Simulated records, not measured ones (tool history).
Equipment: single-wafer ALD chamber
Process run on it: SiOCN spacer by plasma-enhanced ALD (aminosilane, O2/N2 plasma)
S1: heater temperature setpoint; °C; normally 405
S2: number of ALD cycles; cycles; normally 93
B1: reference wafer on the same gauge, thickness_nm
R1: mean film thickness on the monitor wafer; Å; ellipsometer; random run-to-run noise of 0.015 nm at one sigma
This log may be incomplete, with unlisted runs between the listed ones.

run    hour   S1   S2     B1     R1
  1     0.0  405   93  6.573  60.18
  2    94.5  405   93  6.567  60.46
  3   154.3  394   93  6.569  60.81
  4   190.7  394   93  6.570  60.44
  5   292.2  394   93  6.571  60.89
  6   373.0  405   82  6.573  53.52
  7   438.2  405   82  6.565  53.62
  8   491.5  405  105  6.568  68.47
  9   531.1  405  105  6.568  68.47
 10   585.4  413   93  6.571  59.23
 11   641.7  413   93  6.568  59.15
 12   698.2  405  101  6.568  65.99
 13   779.2  405  101  6.567  65.99
 14   844.9  405   93  6.574  60.79
 15   913.9  411   93  6.571  59.59
 16  1075.5  411   93  6.571  59.96
 17  1160.7  411   93  6.573  59.79
 18  1220.8  405   93  6.574  60.90
 19  1273.3  405   82  6.570  53.62
 20  1351.7  416   93  6.568  58.57
 21  1409.1  418  104  6.573  65.01
 22  1455.6  419   82  6.566  51.50
 23  1556.5  414  100  6.572  63.81
 24  1659.0  405   93  6.565  61.10
     1669.0  -- gauge calibrated
 25  1727.2  391   86  6.569  56.61
 26  1763.8  395   99  6.563  64.65
 27  1838.5  392  103  6.569  67.08
 28  1912.0  405   77  6.572  50.30
 29  1960.1  400  107  6.569  70.02
     1994.9  -- thermocouple changed; heater temperature recalibrated
 30  2022.1  414   93  6.572  57.94
 31  2276.7  418   93  6.570  57.94
 32  2325.5  390   93  6.565  61.22
 33  2421.7  405   93  6.566  60.48
 34  2486.4  414   86  6.566  54.40
 35  2525.4  405   93  6.569  60.29
 36  2571.5  391  103  6.570  67.18
 37  2632.7  396   93  6.568  60.77

For each run, the measured value with the value that run would have given without the tool's hidden condition subtracted. The run-to-run variation is shared by both, the gauge scatter possibly not:
What the log doesn't record here: wafer temperature above the value expected at the setpoint (K); gauge reads high (%).
run     R1
  1  +0.24
  2  +0.35
  3  +0.00
  4  +0.00
  5  +0.00
  6  +0.53
  7  +0.58
  8  +0.78
  9  +0.80
 10  +0.74
 11  +0.78
 12  +0.88
 13  +0.92
 14  +0.87
 15  +0.90
 16  +0.96
 17  +0.98
 18  +0.91
 19  +0.80
 20  +1.02
 21  +1.15
 22  +0.93
 23  +1.14
 24  +0.92
 25  +0.00
 26  +0.00
 27  +0.00
 28  +0.75
 29  +0.00
 30  -0.08
 31  +0.24
 32  +0.00
 33  +0.38
 34  +0.40
 35  +0.47
 36  +0.00
 37  +0.00

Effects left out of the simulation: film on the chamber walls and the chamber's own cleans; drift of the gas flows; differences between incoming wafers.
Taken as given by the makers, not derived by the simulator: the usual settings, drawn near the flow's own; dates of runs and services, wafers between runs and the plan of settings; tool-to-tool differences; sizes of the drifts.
